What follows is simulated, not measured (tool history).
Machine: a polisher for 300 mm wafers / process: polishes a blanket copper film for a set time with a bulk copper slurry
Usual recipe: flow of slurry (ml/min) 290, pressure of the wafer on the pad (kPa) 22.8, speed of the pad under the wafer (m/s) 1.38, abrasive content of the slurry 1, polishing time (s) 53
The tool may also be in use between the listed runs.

run	hour	flow of slurry (ml/min)	pressure of the wafer on the pad (kPa)	speed of the pad under the wafer (m/s)	abrasive content of the slurry	polishing time (s)	wafers since the last listed run	wafers polished on this pad	hours since the slurry nozzle was cleaned	hours since the head pressure was calibrated	hours since the slurry blender was calibrated	incoming thickness of the incoming film, nm	film removed (nm)
1	0	290	22.8	1.38	1	53	0	863	307.7	101.6	360.4	3288.9	808.9
2	32.5	290	22.8	1.38	1	53	343	1207	340.2	134.1	392.9	3320.4	788.2
3	58	290	22.8	1.38	1	53	269	1476	365.7	159.6	418.4	3262.4	791.2
4	74.9	290	22.8	1.38	1	53	178	1655	382.6	176.5	435.3	3272.5	804.7
5	99.9	290	22.8	1.38	1	45	264	1920	407.6	201.5	460.3	3303.8	653.7
# hour 106.9: worn pad replaced by a new one
6	129.1	290	22.8	1.38	1	53	266	234	436.8	230.7	489.5	3210.9	803
# hour 131.9: slurry blender recalibrated
7	143.2	290	22.8	1.38	1	53	128	362	450.9	244.8	11.3	3211.2	775.9
8	156.8	290	22.8	1.38	1	53	143	506	464.5	258.4	24.9	3204.3	775.9
9	182.1	290	22.8	1.38	1.05	53	267	774	489.8	283.7	50.2	3263.6	799.8
10	199.9	290	22.8	1.38	1.05	53	188	962	507.6	301.5	68	3225.1	796.1
11	222.5	290	22.8	1.38	1.05	53	239	1201	530.2	324.1	90.6	3301.1	801.4
# hour 252: worn pad replaced by a new one
12	252.5	290	17.2	1.38	1	53	275	4	560.2	354.1	120.6	3277.6	585.2
13	272.1	290	26.9	1.38	1	53	207	212	579.8	373.7	140.2	3291.7	951.5
14	297.9	290	22.8	1.38	1	53	272	485	605.6	399.5	166	3286	779.8
15	312.3	290	22.8	1.38	1	59	152	637	620	413.9	180.4	3308	883.4
16	325.6	290	22.8	1.38	1	53	140	778	633.3	427.2	193.7	3280.8	777.8
17	342.6	290	22.8	1.38	1	53	179	958	650.3	444.2	210.7	3222.8	785.4
18	366.5	290	22.8	1.38	1	53	252	1210	674.2	468.1	234.6	3237	808.6
19	393.5	290	22.8	1	1	71	285	1496	701.2	495.1	261.6	3295.2	778.5
20	407.5	290	22.8	1.38	1	53	148	1644	715.2	509.1	275.6	3266.8	773.3
# hour 415.8: worn pad replaced by a new one
# hour 444: head pressure recalibrated
21	504.4	380	22.8	1.58	1	67	961	916	812.1	60.4	372.5	3294.8	1137.8
# hour 517.1: slurry nozzle cleaned
22	522.9	290	22.8	1.38	1	44	185	1101	5.8	78.9	391	3277.8	649.4
# hour 543.9: slurry blender recalibrated
23	555.7	290	22.8	1.38	1	53	325	1427	38.6	111.7	11.8	3243	783.2
# hour 585.8: worn pad replaced by a new one
24	586.3	255	20	1.38	0.7	65	281	5	69.2	142.3	42.4	3268.6	773.6
25	641.8	290	22.8	1.38	1	53	587	592	124.7	197.8	97.9	3284.6	783.8
26	663.4	290	22.8	1.86	1	70	228	820	146.3	219.4	119.5	3228	1378.1
27	688.9	210	22.8	1.52	1	53	269	1090	171.8	244.9	145	3276.5	830.8
# hour 752.4: worn pad replaced by a new one
28	789.1	260	29	1.38	1.15	68	1017	388	272	345.1	245.2	3246.7	1324.8
29	807.9	250	22.8	1.38	1	53	198	586	290.8	363.9	264	3248	780.9
30	843.1	290	15.9	1.38	1	35	372	959	326	399.1	299.2	3200.2	368.7

Predict each of these 4 candidate next runs independently; none follows another, all start after run 30:
A	843.5	290	30.3	1.38	1	53	4	963	326.4	399.5	299.6	3255.2	?
B	843.5	195	22.8	1.38	1	53	4	963	326.4	399.5	299.6	3255.2	?
C	843.5	290	22.8	1.38	0.7	53	4	963	326.4	399.5	299.6	3255.2	?
D	843.5	215	14.5	1.38	1.25	53	4	963	326.4	399.5	299.6	3255.2	?

run	film removed (nm)
A	1060.2
B	770.6
C	729.9
D	521.7
Stripped of hidden state, with their random variation kept, the same runs would have yielded:
run	film removed (nm)
A	1060.2
B	770.6
C	729.9
D	521.7

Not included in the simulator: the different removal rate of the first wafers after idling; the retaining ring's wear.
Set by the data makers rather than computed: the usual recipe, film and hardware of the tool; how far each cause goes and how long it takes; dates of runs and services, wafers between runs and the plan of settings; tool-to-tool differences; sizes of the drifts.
